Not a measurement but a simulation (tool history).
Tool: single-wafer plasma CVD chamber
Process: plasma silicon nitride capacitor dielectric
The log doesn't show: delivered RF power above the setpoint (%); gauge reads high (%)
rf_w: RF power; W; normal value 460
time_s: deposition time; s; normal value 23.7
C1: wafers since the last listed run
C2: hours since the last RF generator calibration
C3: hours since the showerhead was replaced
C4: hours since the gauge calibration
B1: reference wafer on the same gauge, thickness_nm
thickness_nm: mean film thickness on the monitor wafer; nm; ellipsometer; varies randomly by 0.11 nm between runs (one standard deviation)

{"run": 1, "hour": 0.0, "rf_w": 520, "time_s": 23.7, "C1": 0, "C2": 1987.9, "C3": 3117.9, "C4": 238.3, "B1": 31.923, "thickness_nm": 38.655}
{"run": 2, "hour": 27.4, "rf_w": 520, "time_s": 23.7, "C1": 653, "C2": 2015.3, "C3": 3145.3, "C4": 265.7, "B1": 31.894, "thickness_nm": 38.935}
{"run": 3, "hour": 45.5, "rf_w": 460, "time_s": 23.7, "C1": 431, "C2": 2033.4, "C3": 3163.4, "C4": 283.8, "B1": 31.924, "thickness_nm": 38.015}
{"run": 4, "hour": 59.1, "rf_w": 460, "time_s": 23.7, "C1": 324, "C2": 2047.0, "C3": 3177.0, "C4": 297.4, "B1": 31.935, "thickness_nm": 37.611}
{"run": 5, "hour": 84.2, "rf_w": 430, "time_s": 23.7, "C1": 598, "C2": 2072.1, "C3": 3202.1, "C4": 322.5, "B1": 31.879, "thickness_nm": 37.303}
{"run": 6, "hour": 109.3, "rf_w": 430, "time_s": 23.7, "C1": 598, "C2": 2097.2, "C3": 3227.2, "C4": 347.6, "B1": 31.91, "thickness_nm": 37.34}
{"run": 7, "hour": 137.5, "rf_w": 460, "time_s": 26.6, "C1": 672, "C2": 2125.4, "C3": 3255.4, "C4": 375.8, "B1": 31.914, "thickness_nm": 42.555}
{"run": 8, "hour": 164.0, "rf_w": 460, "time_s": 23.7, "C1": 631, "C2": 2151.9, "C3": 3281.9, "C4": 402.3, "B1": 31.889, "thickness_nm": 37.793}
{"run": 9, "hour": 187.4, "rf_w": 460, "time_s": 26.9, "C1": 557, "C2": 2175.3, "C3": 3305.3, "C4": 425.7, "B1": 31.885, "thickness_nm": 42.771}
{"run": 10, "hour": 223.3, "rf_w": 460, "time_s": 26.9, "C1": 855, "C2": 2211.2, "C3": 3341.2, "C4": 461.6, "B1": 31.91, "thickness_nm": 43.178}
{"run": 11, "hour": 245.7, "rf_w": 460, "time_s": 23.7, "C1": 534, "C2": 2233.6, "C3": 3363.6, "C4": 484.0, "B1": 31.934, "thickness_nm": 37.654}
{"run": 12, "hour": 258.8, "rf_w": 460, "time_s": 23.7, "C1": 312, "C2": 2246.7, "C3": 3376.7, "C4": 497.1, "B1": 31.877, "thickness_nm": 37.902}
{"hour": 290.3, "done": "RF generator calibrated"}
{"run": 13, "hour": 290.8, "rf_w": 460, "time_s": 23.7, "C1": 572, "C2": 0.5, "C3": 3408.7, "C4": 529.1, "B1": 31.893, "thickness_nm": 37.905}
{"run": 14, "hour": 317.3, "rf_w": 460, "time_s": 25.3, "C1": 631, "C2": 27.0, "C3": 3435.2, "C4": 555.6, "B1": 31.918, "thickness_nm": 40.2}
{"run": 15, "hour": 333.0, "rf_w": 460, "time_s": 23.7, "C1": 374, "C2": 42.7, "C3": 3450.9, "C4": 571.3, "B1": 31.896, "thickness_nm": 37.936}
{"run": 16, "hour": 347.7, "rf_w": 460, "time_s": 23.7, "C1": 350, "C2": 57.4, "C3": 3465.6, "C4": 586.0, "B1": 31.894, "thickness_nm": 37.886}
{"run": 17, "hour": 374.3, "rf_w": 460, "time_s": 23.7, "C1": 634, "C2": 84.0, "C3": 3492.2, "C4": 612.6, "B1": 31.914, "thickness_nm": 37.747}
{"run": 18, "hour": 401.2, "rf_w": 525, "time_s": 25.4, "C1": 641, "C2": 110.9, "C3": 3519.1, "C4": 639.5, "B1": 31.919, "thickness_nm": 41.653}
{"run": 19, "hour": 437.1, "rf_w": 410, "time_s": 21.8, "C1": 855, "C2": 146.8, "C3": 3555.0, "C4": 675.4, "B1": 31.871, "thickness_nm": 34.019}
{"run": 20, "hour": 449.7, "rf_w": 460, "time_s": 27.9, "C1": 300, "C2": 159.4, "C3": 3567.6, "C4": 688.0, "B1": 31.895, "thickness_nm": 44.271}
{"run": 21, "hour": 485.4, "rf_w": 505, "time_s": 20.4, "C1": 851, "C2": 195.1, "C3": 3603.3, "C4": 723.7, "B1": 31.925, "thickness_nm": 33.23}
{"run": 22, "hour": 506.1, "rf_w": 460, "time_s": 22.1, "C1": 493, "C2": 215.8, "C3": 3624.0, "C4": 744.4, "B1": 31.885, "thickness_nm": 35.291}
{"hour": 527.8, "done": "gauge calibrated"}
{"run": 23, "hour": 539.4, "rf_w": 515, "time_s": 25.2, "C1": 793, "C2": 249.1, "C3": 3657.3, "C4": 11.6, "B1": 31.887, "thickness_nm": 41.14}
{"run": 24, "hour": 552.3, "rf_w": 460, "time_s": 23.7, "C1": 307, "C2": 262.0, "C3": 3670.2, "C4": 24.5, "B1": 31.86, "thickness_nm": 37.815}
{"run": 25, "hour": 582.6, "rf_w": 460, "time_s": 27.1, "C1": 722, "C2": 292.3, "C3": 3700.5, "C4": 54.8, "B1": 31.924, "thickness_nm": 43.473}
{"run": 26, "hour": 603.9, "rf_w": 460, "time_s": 23.7, "C1": 507, "C2": 313.6, "C3": 3721.8, "C4": 76.1, "B1": 31.891, "thickness_nm": 37.865}
{"hour": 627.3, "done": "showerhead replaced"}
{"run": 27, "hour": 627.8, "rf_w": 420, "time_s": 25.0, "C1": 379, "C2": 337.5, "C3": 0.5, "C4": 100.0, "B1": 31.888, "thickness_nm": 39.114}
{"run": 28, "hour": 643.6, "rf_w": 390, "time_s": 25.6, "C1": 376, "C2": 353.3, "C3": 16.3, "C4": 115.8, "B1": 31.936, "thickness_nm": 39.487}
{"run": 29, "hour": 666.7, "rf_w": 400, "time_s": 23.7, "C1": 550, "C2": 376.4, "C3": 39.4, "C4": 138.9, "B1": 31.872, "thickness_nm": 36.745}
{"run": 30, "hour": 698.7, "rf_w": 460, "time_s": 23.7, "C1": 762, "C2": 408.4, "C3": 71.4, "C4": 170.9, "B1": 31.904, "thickness_nm": 37.734}
{"run": 31, "hour": 717.0, "rf_w": 535, "time_s": 23.7, "C1": 436, "C2": 426.7, "C3": 89.7, "C4": 189.2, "B1": 31.908, "thickness_nm": 39.078}
{"run": 32, "hour": 743.6, "rf_w": 460, "time_s": 25.9, "C1": 634, "C2": 453.3, "C3": 116.3, "C4": 215.8, "B1": 31.89, "thickness_nm": 41.374}
{"run": 33, "hour": 771.9, "rf_w": 485, "time_s": 20.2, "C1": 674, "C2": 481.6, "C3": 144.6, "C4": 244.1, "B1": 31.893, "thickness_nm": 32.609}
{"run": 34, "hour": 807.9, "rf_w": 460, "time_s": 26.5, "C1": 858, "C2": 517.6, "C3": 180.6, "C4": 280.1, "B1": 31.893, "thickness_nm": 42.415}
{"run": 35, "hour": 842.2, "rf_w": 525, "time_s": 23.7, "C1": 817, "C2": 551.9, "C3": 214.9, "C4": 314.4, "B1": 31.877, "thickness_nm": 39.025}

Alternative continuations, all from the tool just after run 35; predict every row:
{"run": "A", "hour": 842.6, "rf_w": 390, "time_s": 23.7, "C1": 9, "C2": 552.3, "C3": 215.3, "C4": 314.8, "B1": "?", "thickness_nm": "?"}
{"run": "B", "hour": 842.6, "rf_w": 460, "time_s": 19.5, "C1": 9, "C2": 552.3, "C3": 215.3, "C4": 314.8, "B1": "?", "thickness_nm": "?"}
{"run": "C", "hour": 842.6, "rf_w": 460, "time_s": 21.3, "C1": 9, "C2": 552.3, "C3": 215.3, "C4": 314.8, "B1": "?", "thickness_nm": "?"}
{"run": "D", "hour": 842.6, "rf_w": 545, "time_s": 25.0, "C1": 9, "C2": 552.3, "C3": 215.3, "C4": 314.8, "B1": "?", "thickness_nm": "?"}

run=A B1=31.914 thickness_nm=36.842
run=B B1=31.914 thickness_nm=31.342
run=C B1=31.914 thickness_nm=34.235
run=D B1=31.914 thickness_nm=41.658
The same runs, with their run-to-run variation unchanged, on a tool lacking any hidden condition would have given:
run=A thickness_nm=36.842
run=B thickness_nm=31.342
run=C thickness_nm=34.235
run=D thickness_nm=41.658
